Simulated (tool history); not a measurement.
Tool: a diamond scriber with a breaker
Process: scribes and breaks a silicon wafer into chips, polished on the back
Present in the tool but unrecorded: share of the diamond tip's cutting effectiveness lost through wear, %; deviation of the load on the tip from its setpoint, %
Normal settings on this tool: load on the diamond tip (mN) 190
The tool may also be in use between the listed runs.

run,hour,load on the diamond tip (mN),wafers since the last listed run,hours since the diamond tip was replaced,hours since the load on the tip was calibrated,"incoming depth of the damage left on the back of the incoming wafer, um",depth of the median crack under the scribed line (nm),chips rejected at inspection after the break (%)
1,0,190,0,802.5,1001.7,0.03,7340,1.53
2,37.4,158,108,839.9,1039.1,0.02,6510,7.41
3,90.9,158,154,893.4,1092.6,0.03,6550,7.62
4,156.8,190,190,959.3,1158.5,0.03,7270,2.1
5,194.6,190,109,997.1,1196.3,0.04,7310,2.15
6,264.7,210,202,1067.2,1266.4,0.01,7720,0.82
# hour 291.3: diamond tip replaced by a new one
7,351.6,210,245,60.3,1353.3,0.02,8520,1.01
8,398.5,190,135,107.2,1400.2,0.05,8000,0.64
# hour 465.2: load on the tip recalibrated
9,473.4,159,210,182.1,8.2,0.02,7000,3.78
10,581.2,222,311,289.9,116,0.01,8670,1.31
11,663.5,190,237,372.2,198.3,0.03,7710,0.89
12,702.4,159,112,411.1,237.2,0.03,6640,4.63
13,775.4,217,211,484.1,310.2,0.05,8410,0.72
14,863.8,155,255,572.5,398.6,0.04,6650,6.5
15,964.1,166,289,672.8,498.9,0.03,6830,4.64

Pick out some run-to-run changes in depth of the median crack under the scribed line (nm). Of each, how much would a tool without hidden state show as well, from the settings, what came in and chance, and how much is left for the hidden state and any gauge scatter not in both results compared?
Run 6 -> 7: diamond tip replaced by a new one. depth of the median crack under the scribed line (nm) +800: hidden state +800, all else +0.
Run 12 -> 13: load on the diamond tip (mN) 159 -> 217. depth of the median crack under the scribed line (nm) +1770: hidden state -160, all else +1930.

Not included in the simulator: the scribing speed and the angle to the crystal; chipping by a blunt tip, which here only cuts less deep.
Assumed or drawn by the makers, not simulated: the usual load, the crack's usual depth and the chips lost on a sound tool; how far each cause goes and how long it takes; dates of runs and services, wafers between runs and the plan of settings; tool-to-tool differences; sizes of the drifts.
